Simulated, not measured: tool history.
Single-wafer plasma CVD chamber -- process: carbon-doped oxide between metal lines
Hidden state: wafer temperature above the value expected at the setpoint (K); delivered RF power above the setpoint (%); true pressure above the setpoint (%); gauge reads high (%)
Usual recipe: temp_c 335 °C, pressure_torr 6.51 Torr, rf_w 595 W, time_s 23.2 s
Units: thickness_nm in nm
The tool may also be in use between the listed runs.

run,hour,temp_c,pressure_torr,rf_w,time_s,wafers since the last listed run,hours since the last thermocouple change,hours since the last RF generator calibration,hours since the last manometer calibration,hours since the showerhead was replaced,hours since the gauge calibration,"read-back reference wafer on the same gauge, thickness_nm",thickness_nm
1,0.0,335,6.51,595,23.2,0,1394.5,2115.1,1617.4,4889.7,55.0,151.001,151.942
2,13.7,335,6.51,595,23.2,232,1408.2,2128.8,1631.1,4903.4,68.7,151.222,151.616
3,48.5,335,6.51,595,23.2,590,1443.0,2163.6,1665.9,4938.2,103.5,151.437,151.978
4,65.4,335,6.51,595,23.2,286,1459.9,2180.5,1682.8,4955.1,120.4,151.484,152.027
5,87.5,335,6.51,595,23.2,375,1482.0,2202.6,1704.9,4977.2,142.5,151.519,152.298
6,118.4,335,6.51,595,23.2,524,1512.9,2233.5,1735.8,5008.1,173.4,151.858,152.346
7,153.7,335,6.51,595,23.2,599,1548.2,2268.8,1771.1,5043.4,208.7,151.983,154.121
8,177.8,335,6.51,595,23.2,409,1572.3,2292.9,1795.2,5067.5,232.8,152.043,152.963
9,195.9,335,7.42,595,23.2,307,1590.4,2311.0,1813.3,5085.6,250.9,152.254,155.334
10,223.5,335,7.42,595,23.2,468,1618.0,2338.6,1840.9,5113.2,278.5,152.289,154.576
# hour 235.9: thermocouple changed; heater temperature recalibrated
11,245.2,335,6.51,595,23.2,232,9.3,2360.3,1862.6,5134.9,300.2,152.443,153.355
# hour 256.7: gauge calibrated
# hour 258.8: capacitance manometer re-zeroed and calibrated
12,275.6,343,7.91,505,23.2,380,39.7,2390.7,16.8,5165.3,18.9,150.815,135.406
13,302.3,335,6.51,595,24.9,453,66.4,2417.4,43.5,5192.0,45.6,151.189,162.250
14,327.4,335,6.51,595,23.2,426,91.5,2442.5,68.6,5217.1,70.7,151.420,151.738
# hour 355.2: showerhead replaced
15,355.7,335,6.51,535,23.2,344,119.8,2470.8,96.9,0.5,99.0,151.501,143.089
16,371.8,335,5.58,595,23.2,273,135.9,2486.9,113.0,16.6,115.1,151.642,150.311
17,401.9,329,6.51,595,27.0,511,166.0,2517.0,143.1,46.7,145.2,151.720,180.688
# hour 433.8: RF generator calibrated
18,435.8,322,7.69,550,27.8,439,199.9,2.0,177.0,80.6,179.1,151.897,184.207
19,449.0,335,6.51,595,23.2,224,213.1,15.2,190.2,93.8,192.3,151.883,152.686
20,484.4,335,6.51,515,23.2,601,248.5,50.6,225.6,129.2,227.7,152.227,141.188
21,513.6,331,6.51,595,23.2,495,277.7,79.8,254.8,158.4,256.9,152.314,154.929
22,549.6,335,5.13,595,23.2,611,313.7,115.8,290.8,194.4,292.9,152.640,150.457

4 options for the next run, each taken on its own from the tool as it stands now. Forecast them:
A,550.0,335,6.95,595,23.2,6,314.1,116.2,291.2,194.8,293.3,?,?
B,550.0,323,6.51,595,19.4,6,314.1,116.2,291.2,194.8,293.3,?,?
C,550.0,335,6.51,595,21.4,6,314.1,116.2,291.2,194.8,293.3,?,?
D,550.0,345,6.51,540,25.0,6,314.1,116.2,291.2,194.8,293.3,?,?

run,"read-back reference wafer on the same gauge, thickness_nm",thickness_nm
A,152.563,154.312
B,152.563,134.991
C,152.563,142.045
D,152.563,151.635
Had the tool no hidden state, the same runs would have come out as:
run,thickness_nm
A,152.675
B,133.559
C,140.538
D,150.025
